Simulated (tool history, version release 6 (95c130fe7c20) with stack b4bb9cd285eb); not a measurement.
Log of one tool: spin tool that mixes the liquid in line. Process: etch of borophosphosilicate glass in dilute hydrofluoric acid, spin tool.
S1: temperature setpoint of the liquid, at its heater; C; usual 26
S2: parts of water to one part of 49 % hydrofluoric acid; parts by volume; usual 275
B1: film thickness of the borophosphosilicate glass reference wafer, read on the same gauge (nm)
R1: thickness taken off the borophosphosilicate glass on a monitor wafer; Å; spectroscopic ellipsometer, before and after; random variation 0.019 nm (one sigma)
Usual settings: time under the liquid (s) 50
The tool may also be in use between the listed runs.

run 1 hour=0 | S1=26 S2=310 time_under_the_liquid_(s)=40 | B1=60.04 | R1=39
run 2 hour=30.2 | S1=26 S2=310 time_under_the_liquid_(s)=40 | B1=59.99 | R1=38.8
run 3 hour=38.3 | S1=26 S2=310 time_under_the_liquid_(s)=40 | B1=60.04 | R1=38.8
run 4 hour=52.3 | S1=26 S2=275 time_under_the_liquid_(s)=50 | B1=60 | R1=56.4
run 5 hour=60.4 | S1=26 S2=275 time_under_the_liquid_(s)=50 | B1=60.02 | R1=56.5
-- hour=72.8 hydrofluoric acid flow meter replaced
run 6 hour=73.3 | S1=26 S2=305 time_under_the_liquid_(s)=50 | B1=59.96 | R1=52.9
run 7 hour=79.7 | S1=25 S2=275 time_under_the_liquid_(s)=50 | B1=59.98 | R1=58.5
run 8 hour=96.8 | S1=25 S2=275 time_under_the_liquid_(s)=50 | B1=60 | R1=58.2
-- hour=101.9 gauge calibrated
run 9 hour=108.8 | S1=25 S2=275 time_under_the_liquid_(s)=50 | B1=60 | R1=58.1
-- hour=113.6 thermometer replaced
run 10 hour=115.1 | S1=28.5 S2=275 time_under_the_liquid_(s)=30 | B1=59.98 | R1=43
run 11 hour=125.2 | S1=28 S2=345 time_under_the_liquid_(s)=75 | B1=59.96 | R1=77.9
run 12 hour=142.1 | S1=27.5 S2=275 time_under_the_liquid_(s)=30 | B1=60.01 | R1=41.4
run 13 hour=148.9 | S1=26 S2=395 time_under_the_liquid_(s)=50 | B1=60.02 | R1=40.9
run 14 hour=164 | S1=29 S2=275 time_under_the_liquid_(s)=50 | B1=59.97 | R1=72.6
run 15 hour=177.4 | S1=26 S2=275 time_under_the_liquid_(s)=50 | B1=60.02 | R1=65.4
run 16 hour=190.6 | S1=30.5 S2=275 time_under_the_liquid_(s)=50 | B1=60.01 | R1=75.4
run 17 hour=206.8 | S1=26 S2=275 time_under_the_liquid_(s)=40 | B1=59.98 | R1=52
run 18 hour=214.9 | S1=26 S2=275 time_under_the_liquid_(s)=50 | B1=60 | R1=64.7
run 19 hour=222.9 | S1=24.5 S2=275 time_under_the_liquid_(s)=60 | B1=60.02 | R1=73.7

Forecast each of these 5 alternatives for the next run:
run A hour=223.3 | S1=26 S2=275 time_under_the_liquid_(s)=50 | B1=? | R1=?
run B hour=223.3 | S1=30.5 S2=275 time_under_the_liquid_(s)=60 | B1=? | R1=?
run C hour=223.3 | S1=24.5 S2=390 time_under_the_liquid_(s)=50 | B1=? | R1=?
run D hour=223.3 | S1=21.5 S2=275 time_under_the_liquid_(s)=50 | B1=? | R1=?
run E hour=223.3 | S1=26 S2=205 time_under_the_liquid_(s)=60 | B1=? | R1=?

run=A B1=60.04 R1=64.7
run=B B1=60.04 R1=90.4
run=C B1=60.04 R1=38.8
run=D B1=60.04 R1=55.2
run=E B1=60.04 R1=112.3
Without the tool's hidden state the same runs would have given:
run=A R1=67.8
run=B R1=94.5
run=C R1=40.6
run=D R1=57.8
run=E R1=117.6
